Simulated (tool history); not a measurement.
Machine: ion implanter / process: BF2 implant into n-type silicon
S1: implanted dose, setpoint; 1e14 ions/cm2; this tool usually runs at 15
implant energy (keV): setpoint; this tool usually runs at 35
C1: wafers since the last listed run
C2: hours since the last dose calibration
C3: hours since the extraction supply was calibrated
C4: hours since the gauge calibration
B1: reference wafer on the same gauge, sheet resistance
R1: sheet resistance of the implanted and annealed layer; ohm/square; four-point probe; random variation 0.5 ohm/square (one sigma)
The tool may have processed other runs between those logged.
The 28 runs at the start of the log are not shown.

{"run": 29, "hour": 2468.8, "S1": 16.23, "implant energy (keV)": 43.5, "C1": 1579, "C2": 273.4, "C3": 1385.3, "C4": 503.3, "B1": 120.97, "R1": 115.93}
{"run": 30, "hour": 2529.8, "S1": 11.01, "implant energy (keV)": 40.5, "C1": 1027, "C2": 334.4, "C3": 1446.3, "C4": 564.3, "B1": 121, "R1": 131.44}
{"run": 31, "hour": 2594.9, "S1": 12.47, "implant energy (keV)": 30, "C1": 1097, "C2": 399.5, "C3": 1511.4, "C4": 629.4, "B1": 121.02, "R1": 150.42}
{"run": 32, "hour": 2673.6, "S1": 17.76, "implant energy (keV)": 27, "C1": 1326, "C2": 478.2, "C3": 1590.1, "C4": 708.1, "B1": 120.99, "R1": 150.12}
{"run": 33, "hour": 2765.6, "S1": 18.86, "implant energy (keV)": 23, "C1": 1550, "C2": 570.2, "C3": 1682.1, "C4": 800.1, "B1": 121.02, "R1": 164.98}
{"run": 34, "hour": 2818.9, "S1": 10.57, "implant energy (keV)": 40, "C1": 898, "C2": 623.5, "C3": 1735.4, "C4": 853.4, "B1": 120.99, "R1": 133.93}
{"run": 35, "hour": 2924.8, "S1": 15, "implant energy (keV)": 35, "C1": 1784, "C2": 729.4, "C3": 1841.3, "C4": 959.3, "B1": 121.01, "R1": 132.97}
{"hour": 2936.7, "done": "Faraday cup replaced and dose calibrated"}
{"run": 36, "hour": 2991.8, "S1": 15, "implant energy (keV)": 46.5, "C1": 994, "C2": 55.1, "C3": 1908.3, "C4": 1026.3, "B1": 121.03, "R1": 113.13}
{"run": 37, "hour": 3088.2, "S1": 19.48, "implant energy (keV)": 42.5, "C1": 1624, "C2": 151.5, "C3": 2004.7, "C4": 1122.7, "B1": 121.04, "R1": 114.46}

Alternative continuations, all from the tool just after run 37; predict every row:
{"run": "A", "hour": 3088.6, "S1": 15, "implant energy (keV)": 40, "C1": 6, "C2": 151.9, "C3": 2005.1, "C4": 1123.1, "B1": "?", "R1": "?"}
{"run": "B", "hour": 3088.6, "S1": 11.07, "implant energy (keV)": 29, "C1": 6, "C2": 151.9, "C3": 2005.1, "C4": 1123.1, "B1": "?", "R1": "?"}
{"run": "C", "hour": 3088.6, "S1": 18.84, "implant energy (keV)": 35, "C1": 6, "C2": 151.9, "C3": 2005.1, "C4": 1123.1, "B1": "?", "R1": "?"}
{"run": "D", "hour": 3088.6, "S1": 12.43, "implant energy (keV)": 24.5, "C1": 6, "C2": 151.9, "C3": 2005.1, "C4": 1123.1, "B1": "?", "R1": "?"}

run=A B1=121.02 R1=123.92
run=B B1=121.02 R1=157.18
run=C B1=121.02 R1=129.61
run=D B1=121.02 R1=168.83
What these runs would have given with no unlogged condition in the tool:
run=A R1=123.92
run=B R1=157.18
run=C R1=129.61
run=D R1=168.83
